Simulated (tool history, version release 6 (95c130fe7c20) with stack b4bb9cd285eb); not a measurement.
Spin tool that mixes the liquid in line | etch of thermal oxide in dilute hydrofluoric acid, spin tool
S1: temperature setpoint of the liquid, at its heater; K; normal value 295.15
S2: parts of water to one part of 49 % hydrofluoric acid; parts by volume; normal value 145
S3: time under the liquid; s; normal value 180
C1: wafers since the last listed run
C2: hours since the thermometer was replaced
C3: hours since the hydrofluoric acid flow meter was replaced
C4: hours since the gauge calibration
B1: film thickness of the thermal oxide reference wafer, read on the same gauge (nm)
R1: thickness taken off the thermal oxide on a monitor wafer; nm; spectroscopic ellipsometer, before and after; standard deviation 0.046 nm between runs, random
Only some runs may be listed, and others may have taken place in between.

| run | hour | S1 | S2 | S3 | C1 | C2 | C3 | C4 | B1 | R1 |
|---|---|---|---|---|---|---|---|---|---|---|
| 1 | 0 | 298.65 | 145 | 115 | 0 | 2448.9 | 1100.6 | 2437 | 70.04 | 3.38 |
| 2 | 54.1 | 295.15 | 145 | 180 | 455 | 2503 | 1154.7 | 2491.1 | 69.98 | 4.66 |
| 3 | 103.6 | 295.15 | 145 | 180 | 416 | 2552.5 | 1204.2 | 2540.6 | 70.01 | 4.64 |
| 4 | 172.9 | 295.15 | 145 | 180 | 583 | 2621.8 | 1273.5 | 2609.9 | 69.98 | 4.62 |
| 5 | 228.9 | 295.15 | 145 | 180 | 471 | 2677.8 | 1329.5 | 2665.9 | 69.99 | 4.6 |
| 6 | 253.5 | 295.15 | 145 | 180 | 207 | 2702.4 | 1354.1 | 2690.5 | 69.99 | 4.62 |
| 7 | 278.1 | 295.15 | 145 | 180 | 207 | 2727 | 1378.7 | 2715.1 | 69.99 | 4.56 |
|  | 280.8 | thermometer replaced |
| 8 | 308.9 | 295.15 | 145 | 180 | 251 | 28.1 | 1409.5 | 2745.9 | 70.01 | 4.6 |
| 9 | 364.2 | 295.15 | 190 | 145 | 465 | 83.4 | 1464.8 | 2801.2 | 70.01 | 2.66 |
| 10 | 407.3 | 295.15 | 190 | 145 | 363 | 126.5 | 1507.9 | 2844.3 | 70.03 | 2.66 |
| 11 | 465.5 | 292.65 | 210 | 180 | 490 | 184.7 | 1566.1 | 2902.5 | 70 | 2.65 |
| 12 | 491.1 | 293.65 | 125 | 110 | 215 | 210.3 | 1591.7 | 2928.1 | 70 | 3.11 |
| 13 | 536.9 | 295.15 | 145 | 180 | 385 | 256.1 | 1637.5 | 2973.9 | 69.97 | 4.52 |
|  | 566 | gauge calibrated |
| 14 | 605.5 | 292.15 | 190 | 75 | 577 | 324.7 | 1706.1 | 39.5 | 69.98 | 1.21 |
| 15 | 632.8 | 295.15 | 145 | 180 | 229 | 352 | 1733.4 | 66.8 | 70.01 | 4.45 |
| 16 | 676 | 290.15 | 105 | 180 | 363 | 395.2 | 1776.6 | 110 | 69.98 | 5.28 |
|  | 714.7 | hydrofluoric acid flow meter replaced |
| 17 | 744.2 | 295.15 | 145 | 270 | 566 | 463.4 | 29.5 | 178.2 | 69.98 | 6.26 |
| 18 | 919.2 | 297.65 | 175 | 140 | 1474 | 638.4 | 204.5 | 353.2 | 70.01 | 2.73 |
| 19 | 980.1 | 290.65 | 95 | 180 | 512 | 699.3 | 265.4 | 414.1 | 70.02 | 5.51 |
| 20 | 1036.6 | 295.15 | 145 | 180 | 475 | 755.8 | 321.9 | 470.6 | 69.98 | 4.06 |
| 21 | 1080.2 | 291.15 | 95 | 105 | 367 | 799.4 | 365.5 | 514.2 | 70 | 3.26 |
|  | 1108.1 | hydrofluoric acid flow meter replaced, repeated, since the last time left the tool worse |
| 22 | 1133.2 | 291.15 | 165 | 130 | 438 | 852.4 | 25.1 | 567.2 | 70 | 2.65 |
| 23 | 1161.2 | 295.15 | 100 | 120 | 235 | 880.4 | 53.1 | 595.2 | 70.02 | 5.06 |

Estimate the outcome of run 24 from the log above:
| 24 | 1352.4 | 293.65 | 195 | 100 | 1610 | 1071.6 | 244.3 | 786.4 | ? | ? |

{"run 24": {"B1": 69.97, "R1": 1.79}}
Were there no unlogged condition in the tool, this run, its random variation unchanged, would have produced R1 1.82 nm.
